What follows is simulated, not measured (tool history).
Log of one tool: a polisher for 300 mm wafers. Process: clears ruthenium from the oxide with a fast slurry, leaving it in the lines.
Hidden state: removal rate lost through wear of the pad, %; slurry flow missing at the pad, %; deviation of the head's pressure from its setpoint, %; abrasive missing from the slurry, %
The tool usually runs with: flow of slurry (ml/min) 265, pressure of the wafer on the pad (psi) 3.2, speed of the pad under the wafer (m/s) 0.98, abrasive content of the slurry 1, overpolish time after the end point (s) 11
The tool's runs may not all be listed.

run   hour  flow of slurry (ml/min)  pressure of the wafer on the pad (psi)  speed of the pad under the wafer (m/s)  abrasive content of the slurry  overpolish time after the end point (s)  wafers since the last listed run  wafers polished on this pad  hours since the slurry nozzle was cleaned  hours since the head pressure was calibrated  hours since the slurry blender was calibrated  incoming thickness of the incoming film, nm  time until the end point was called (s)  dishing of a wide line in a test structure (angstrom)
  1      0                      265                                     3.2                                    0.98                             0.9                                       11                                 0                          262                                       20.8                                         543.3                                          134.2                                        322.3                                     88.5                                                    323
  2   99.2                      265                                     3.2                                    0.98                             0.9                                       11                              1192                         1454                                        120                                         642.5                                          233.4                                        321.2                                     89.5                                                    339
     150.2  -- slurry blender recalibrated
  3  159.8                      265                                     3.2                                    0.98                             0.9                                       11                               704                         2158                                      180.6                                         703.1                                            9.6                                        317.5                                     89.6                                                    330
     168.9  -- worn pad replaced by a new one
  4  258.8                      265                                     3.2                                    0.98                               1                                       11                              1141                         1080                                      279.6                                         802.1                                          108.6                                        313.4                                     83.3                                                    330
     304.3  -- slurry nozzle cleaned
  5  331.5                      265                                     3.2                                    0.98                               1                                       11                               861                         1942                                       27.2                                         874.8                                          181.3                                        316.3                                       87                                                    340
       357  -- worn pad replaced by a new one
  6  375.4                      265                                     3.2                                    0.78                               1                                       11                               479                          221                                       71.1                                         918.7                                          225.2                                        319.3                                    101.1                                                    284
     416.3  -- slurry blender recalibrated
  7  483.1                      265                                     3.2                                    0.78                               1                                       11                              1270                         1491                                      178.8                                        1026.4                                           66.8                                        322.1                                    105.5                                                    288
     540.9  -- worn pad replaced by a new one
  8  586.1                      265                                     2.6                                     0.7                               1                                       11                              1189                          543                                      281.8                                        1129.4                                          169.8                                        320.8                                    142.9                                                    207
     596.6  -- slurry nozzle cleaned
     613.8  -- head pressure recalibrated
  9  687.5                      300                                     3.2                                    0.78                               1                                       11                              1182                         1725                                       90.9                                          73.7                                          271.2                                        322.2                                       97                                                    297
     714.5  -- worn pad replaced by a new one
     734.2  -- slurry blender recalibrated
 10  789.5                      300                                     3.2                                    0.78                               1                                       11                              1153                          877                                      192.9                                         175.7                                           55.3                                        322.1                                     98.5                                                    300
 11  835.6                      265                                     3.7                                    0.98                               1                                       11                               553                         1431                                        239                                         221.8                                          101.4                                        321.9                                     73.4                                                    393
 12    872                      265                                     3.2                                    0.98                             0.9                                       11                               437                         1868                                      275.4                                         258.2                                          137.8                                        321.7                                       90                                                    325
     892.9  -- worn pad replaced by a new one
 13  931.6                      265                                     3.2                                    0.98                             1.3                                       11                               668                          464                                        335                                         317.8                                          197.4                                        319.6                                     76.5                                                    380
     934.4  -- slurry nozzle cleaned
 14  984.4                      190                                     3.2                                    0.98                            0.85                                        7                               622                         1087                                         50                                         370.6                                          250.2                                        323.8                                     98.8                                                    203

List, for all runs, the conditions of the tool that the log does not record:
removal rate lost through wear of the pad, %: 0 on each run
slurry flow missing at the pad, %: 0 on each run
abrasive missing from the slurry, %: 0 on each run
H1: deviation of the head's pressure from its setpoint, %
run      H1
  1   -1.19
  2   -2.06
  3   -2.66
  4   -3.75
  5   -4.65
  6   -5.23
  7   -6.77
  8    -8.4
  9  -0.933
 10   -1.12
 11   -1.26
 12   -1.38
 13   -1.64
 14    -1.9

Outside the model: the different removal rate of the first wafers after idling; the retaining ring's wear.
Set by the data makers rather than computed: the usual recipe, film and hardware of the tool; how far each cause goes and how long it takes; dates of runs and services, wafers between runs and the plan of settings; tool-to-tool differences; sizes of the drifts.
